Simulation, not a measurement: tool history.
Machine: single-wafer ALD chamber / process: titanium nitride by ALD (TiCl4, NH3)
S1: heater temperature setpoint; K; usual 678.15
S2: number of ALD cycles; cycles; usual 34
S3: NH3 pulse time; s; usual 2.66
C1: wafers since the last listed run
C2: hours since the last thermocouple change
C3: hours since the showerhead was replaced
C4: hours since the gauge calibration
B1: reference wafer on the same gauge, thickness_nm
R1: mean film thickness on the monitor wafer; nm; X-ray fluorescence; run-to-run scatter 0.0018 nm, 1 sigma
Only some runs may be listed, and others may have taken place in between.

run 1 day=0.000 | S1=678.15 S2=34 S3=3.05 | C1=0 C2=1741.6 C3=5300.8 C4=91.1 | B1=0.759 | R1=0.731
run 2 day=1.033 | S1=678.15 S2=34 S3=3.05 | C1=134 C2=1766.4 C3=5325.6 C4=115.9 | B1=0.759 | R1=0.724
run 3 day=3.904 | S1=678.15 S2=34 S3=2.66 | C1=374 C2=1835.3 C3=5394.5 C4=184.8 | B1=0.759 | R1=0.721
run 4 day=4.892 | S1=678.15 S2=29 S3=2.66 | C1=128 C2=1859.0 C3=5418.2 C4=208.5 | B1=0.760 | R1=0.619
run 5 day=5.596 | S1=678.15 S2=29 S3=2.66 | C1=91 C2=1875.9 C3=5435.1 C4=225.4 | B1=0.759 | R1=0.619
run 6 day=7.062 | S1=678.15 S2=29 S3=2.66 | C1=191 C2=1911.1 C3=5470.3 C4=260.6 | B1=0.759 | R1=0.618
run 7 day=8.117 | S1=678.15 S2=34 S3=2.66 | C1=137 C2=1936.4 C3=5495.6 C4=285.9 | B1=0.759 | R1=0.726
run 8 day=8.658 | S1=678.15 S2=34 S3=2.66 | C1=70 C2=1949.4 C3=5508.6 C4=298.9 | B1=0.759 | R1=0.725
-- day=9.004 thermocouple changed; heater temperature recalibrated
run 9 day=9.762 | S1=678.15 S2=34 S3=2.66 | C1=100 C2=18.2 C3=5535.1 C4=325.4 | B1=0.759 | R1=0.727
run 10 day=10.450 | S1=678.15 S2=34 S3=2.66 | C1=89 C2=34.7 C3=5551.6 C4=341.9 | B1=0.759 | R1=0.727
-- day=11.342 gauge calibrated
-- day=11.608 showerhead replaced
run 11 day=11.946 | S1=678.15 S2=34 S3=1.86 | C1=151 C2=70.6 C3=8.1 C4=14.5 | B1=0.759 | R1=0.714
run 12 day=12.729 | S1=669.15 S2=34 S3=2.66 | C1=102 C2=89.4 C3=26.9 C4=33.3 | B1=0.759 | R1=0.722
run 13 day=13.500 | S1=693.15 S2=34 S3=2.66 | C1=100 C2=107.9 C3=45.4 C4=51.8 | B1=0.759 | R1=0.727
run 14 day=14.454 | S1=678.15 S2=34 S3=2.66 | C1=124 C2=130.8 C3=68.3 C4=74.7 | B1=0.759 | R1=0.730
run 15 day=14.992 | S1=683.15 S2=34 S3=3.20 | C1=70 C2=143.7 C3=81.2 C4=87.6 | B1=0.760 | R1=0.731
run 16 day=15.950 | S1=678.15 S2=34 S3=2.66 | C1=125 C2=166.7 C3=104.2 C4=110.6 | B1=0.759 | R1=0.724
run 17 day=17.242 | S1=678.15 S2=31 S3=3.13 | C1=168 C2=197.7 C3=135.2 C4=141.6 | B1=0.760 | R1=0.665
run 18 day=17.771 | S1=678.15 S2=34 S3=2.66 | C1=69 C2=210.4 C3=147.9 C4=154.3 | B1=0.759 | R1=0.725
run 19 day=18.575 | S1=692.15 S2=34 S3=2.66 | C1=105 C2=229.7 C3=167.2 C4=173.6 | B1=0.759 | R1=0.727
run 20 day=19.221 | S1=670.15 S2=28 S3=3.59 | C1=84 C2=245.2 C3=182.7 C4=189.1 | B1=0.759 | R1=0.600
run 21 day=20.375 | S1=678.15 S2=34 S3=2.66 | C1=150 C2=272.9 C3=210.4 C4=216.8 | B1=0.759 | R1=0.725

Below are 4 alternative next runs, each starting from the tool's condition after run 21. Predict each:
run A day=20.396 | S1=678.15 S2=34 S3=2.66 | C1=2 C2=273.4 C3=210.9 C4=217.3 | B1=? | R1=?
run B day=20.396 | S1=683.15 S2=28 S3=3.66 | C1=2 C2=273.4 C3=210.9 C4=217.3 | B1=? | R1=?
run C day=20.396 | S1=689.15 S2=29 S3=3.26 | C1=2 C2=273.4 C3=210.9 C4=217.3 | B1=? | R1=?
run D day=20.396 | S1=690.15 S2=29 S3=3.68 | C1=2 C2=273.4 C3=210.9 C4=217.3 | B1=? | R1=?

run=A B1=0.759 R1=0.729
run=B B1=0.759 R1=0.606
run=C B1=0.759 R1=0.626
run=D B1=0.759 R1=0.628
Take away the tool's hidden state, keep each run's random variation, and the runs would have read:
run=A R1=0.729
run=B R1=0.606
run=C R1=0.626
run=D R1=0.628
